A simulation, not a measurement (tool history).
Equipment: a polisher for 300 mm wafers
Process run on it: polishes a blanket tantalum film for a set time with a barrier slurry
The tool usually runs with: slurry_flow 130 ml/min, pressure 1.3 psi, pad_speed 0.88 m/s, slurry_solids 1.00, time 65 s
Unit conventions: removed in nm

run	hour	slurry_flow	pressure	pad_speed	slurry_solids	time	wafers since the last listed run	wafers polished on this pad	hours since the slurry nozzle was cleaned	hours since the head pressure was calibrated	hours since the slurry blender was calibrated	incoming thickness of the incoming film, nm	removed
1	0.0	130	1.3	0.88	1.10	65	0	1239	27.3	1088.2	55.0	292.2	61.6
2	22.1	130	1.3	0.88	1.00	65	241	1480	49.4	1110.3	77.1	289.3	59.2
3	44.8	130	1.3	0.88	1.00	65	248	1729	72.1	1133.0	99.8	289.1	56.7
# hour 101.2: worn pad replaced by a new one
4	113.0	130	1.3	0.88	1.00	65	702	129	140.3	1201.2	168.0	290.7	62.6
5	127.5	130	1.3	0.88	1.05	65	158	288	154.8	1215.7	182.5	291.3	62.5
6	153.2	130	1.3	0.88	1.05	65	281	569	180.5	1241.4	208.2	284.2	60.8
# hour 163.9: slurry blender recalibrated
7	181.2	130	1.3	0.88	1.05	65	284	853	208.5	1269.4	17.3	286.1	61.3
8	200.5	130	1.3	0.88	1.00	65	211	1064	227.8	1288.7	36.6	289.0	59.7
9	235.9	130	1.3	0.88	1.05	65	387	1452	263.2	1324.1	72.0	284.7	58.9
# hour 248.5: head pressure recalibrated
10	250.4	130	1.5	0.88	1.00	65	136	1588	277.7	1.9	86.5	294.9	63.7
11	278.6	170	0.9	0.88	1.00	65	308	1897	305.9	30.1	114.7	289.3	46.7
12	302.8	130	1.3	0.88	1.00	43	264	2161	330.1	54.3	138.9	293.2	37.9
# hour 310.0: worn pad replaced by a new one
13	327.4	130	1.3	0.88	1.00	65	225	190	354.7	78.9	163.5	288.9	63.6
# hour 329.5: slurry nozzle cleaned
14	344.3	130	1.1	0.88	1.00	81	173	364	14.8	95.8	180.4	292.7	68.3
15	358.8	130	1.3	0.88	0.75	65	158	522	29.3	110.3	194.9	285.3	51.6
16	374.8	130	1.3	0.88	1.30	65	175	697	45.3	126.3	210.9	295.0	65.4
17	392.0	115	1.6	0.88	1.00	43	188	885	62.5	143.5	228.1	289.5	44.3
18	409.7	130	1.3	0.88	1.00	65	193	1079	80.2	161.2	245.8	288.2	59.2
# hour 420.4: slurry blender recalibrated
19	439.2	130	1.3	0.88	0.85	86	300	1380	109.7	190.7	18.8	292.3	71.6
20	461.1	130	1.3	0.88	1.25	46	239	1619	131.6	212.6	40.7	286.0	44.1
21	490.8	130	1.3	0.88	1.00	65	324	1944	161.3	242.3	70.4	290.0	56.7
22	505.7	130	1.3	1.16	1.00	65	162	2107	176.2	257.2	85.3	287.8	73.5
# hour 555.3: worn pad replaced by a new one
23	594.9	130	1.3	0.88	1.00	56	931	433	265.4	346.4	174.5	288.2	54.5
24	610.2	100	1.7	0.88	0.90	73	167	600	280.7	361.7	189.8	286.7	73.8
25	637.8	130	1.3	0.88	1.00	65	301	902	308.3	389.3	217.4	296.1	61.4
26	655.6	130	1.3	0.74	1.00	83	194	1097	326.1	407.1	235.2	284.5	64.6
# hour 659.9: slurry blender recalibrated
27	670.6	130	1.3	0.88	1.00	53	142	1239	341.1	422.1	10.7	290.8	47.3
28	694.8	130	1.6	0.88	1.00	87	264	1504	365.3	446.3	34.9	292.9	91.2
# hour 696.1: slurry nozzle cleaned
29	721.2	130	1.3	0.88	1.00	65	277	1782	25.1	472.7	61.3	291.8	58.5

For each run, what was the tool's unlogged condition?
slurry flow missing at the pad, %: 0 on each run
deviation of the head's pressure from its setpoint, %: 0 on each run
abrasive missing from the slurry, %: 0 on each run
H1: removal rate lost through wear of the pad, %
run	H1
1	10.9
2	11.6
3	12.2
4	3.12
5	4.93
6	7.43
7	9.38
8	10.4
9	11.7
10	12.1
11	12.6
12	13
13	3.17
14	5.11
15	6.48
16	7.73
17	8.81
18	9.71
19	10.8
20	11.4
21	12
22	12.2
23	5.17
24	6.51
25	8.36
26	9.26
27	9.88
28	10.7
29	11.3

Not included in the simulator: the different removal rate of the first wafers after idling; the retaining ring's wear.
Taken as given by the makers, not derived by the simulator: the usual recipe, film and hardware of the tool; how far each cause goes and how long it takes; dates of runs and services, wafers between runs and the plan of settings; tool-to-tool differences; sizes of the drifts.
